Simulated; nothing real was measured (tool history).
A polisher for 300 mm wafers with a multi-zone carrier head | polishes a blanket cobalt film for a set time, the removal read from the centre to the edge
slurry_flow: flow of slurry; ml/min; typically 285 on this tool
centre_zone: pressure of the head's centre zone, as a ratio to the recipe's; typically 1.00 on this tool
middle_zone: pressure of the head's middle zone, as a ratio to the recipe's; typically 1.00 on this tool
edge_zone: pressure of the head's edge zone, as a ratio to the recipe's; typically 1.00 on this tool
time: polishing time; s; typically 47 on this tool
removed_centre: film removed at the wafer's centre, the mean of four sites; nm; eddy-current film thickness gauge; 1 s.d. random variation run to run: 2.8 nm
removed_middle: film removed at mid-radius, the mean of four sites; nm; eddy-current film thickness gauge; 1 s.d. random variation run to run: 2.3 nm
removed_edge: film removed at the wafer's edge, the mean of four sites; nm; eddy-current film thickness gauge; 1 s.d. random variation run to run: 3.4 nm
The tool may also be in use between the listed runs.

run	hour	slurry_flow	centre_zone	middle_zone	edge_zone	time	incoming thickness of the incoming film, nm	removed_centre	removed_middle	removed_edge
1	0.0	285	1.00	1.00	1.00	47	1281.4	355.6	348.0	362.1
2	42.8	285	1.00	1.00	1.00	47	1269.7	350.8	346.7	357.4
# hour 64.5: worn pad replaced by a new one
3	68.0	285	1.00	1.00	1.00	47	1272.8	356.6	345.0	358.3
# hour 82.1: slurry nozzle cleaned
4	120.1	285	1.00	1.00	1.00	47	1300.4	349.6	349.2	360.2
5	179.4	285	1.05	1.00	1.00	47	1285.4	361.3	351.2	353.7
6	236.2	285	1.05	1.00	1.00	47	1281.6	364.6	350.2	359.3
7	290.9	285	1.05	1.00	1.00	47	1279.0	361.5	350.5	358.5
# hour 312.1: worn pad replaced by a new one
# hour 330.1: carrier head's membrane replaced by a new one
8	350.3	285	1.00	1.00	1.00	47	1268.2	338.1	348.7	367.3
# hour 358.3: edge zone pressure recalibrated
9	411.2	285	0.93	1.00	1.00	47	1276.8	323.3	352.4	357.5
10	447.2	285	1.00	1.09	1.00	47	1293.5	341.9	375.3	356.4
11	478.7	350	1.00	0.91	1.12	47	1273.2	349.1	331.9	387.0
12	525.1	285	1.00	1.00	1.10	47	1270.0	340.2	350.8	379.9
13	592.7	365	1.03	1.00	0.88	47	1270.8	358.1	359.6	342.1
# hour 611.2: worn pad replaced by a new one
# hour 659.6: centre zone pressure recalibrated
# hour 666.4: slurry nozzle cleaned
14	740.2	210	1.00	1.00	0.95	47	1297.4	342.8	332.4	334.7
15	795.7	285	1.00	0.96	1.00	47	1283.4	356.2	342.2	359.5
16	847.0	285	1.00	1.00	0.96	36	1251.4	269.6	268.2	271.1
17	898.6	285	1.00	1.00	1.00	47	1273.4	353.1	347.1	361.8
# hour 926.7: worn pad replaced by a new one
18	949.8	285	1.00	0.90	1.00	37	1273.7	271.4	255.9	283.5
19	1016.8	285	1.05	1.00	1.00	47	1270.6	363.0	348.2	360.5
20	1042.5	285	1.00	1.00	1.00	47	1286.8	347.8	347.5	364.1
21	1067.3	360	1.00	1.06	0.91	43	1281.1	322.7	338.5	317.0
22	1110.8	285	1.00	1.00	0.96	47	1282.7	350.1	351.0	354.4

Measured result minus the same run's result without the hidden state. Both carry the same run-to-run variation, though not necessarily the same gauge scatter:
Hidden state present: removal rate lost through wear of the pad, %; slurry flow missing at the pad, %; deviation of the centre zone's pressure from its setpoint, %; deviation of the edge zone's pressure from its setpoint, %.
run	removed_centre
1	-4.5
2	-5.6
3	-6.4
4	-7.7
5	-9.6
6	-11.3
7	-12.8
8	-13.6
9	-14.7
10	-16.4
11	-17.8
12	-18.6
13	-21.6
14	-1.4
15	-2.9
16	-3.2
17	-5.7
18	-5.4
19	-9.2
20	-9.4
21	-9.4
22	-11.4
removed_middle: within 0.2 nm of the measured result in every run.
removed_edge difference: zero, run after run.
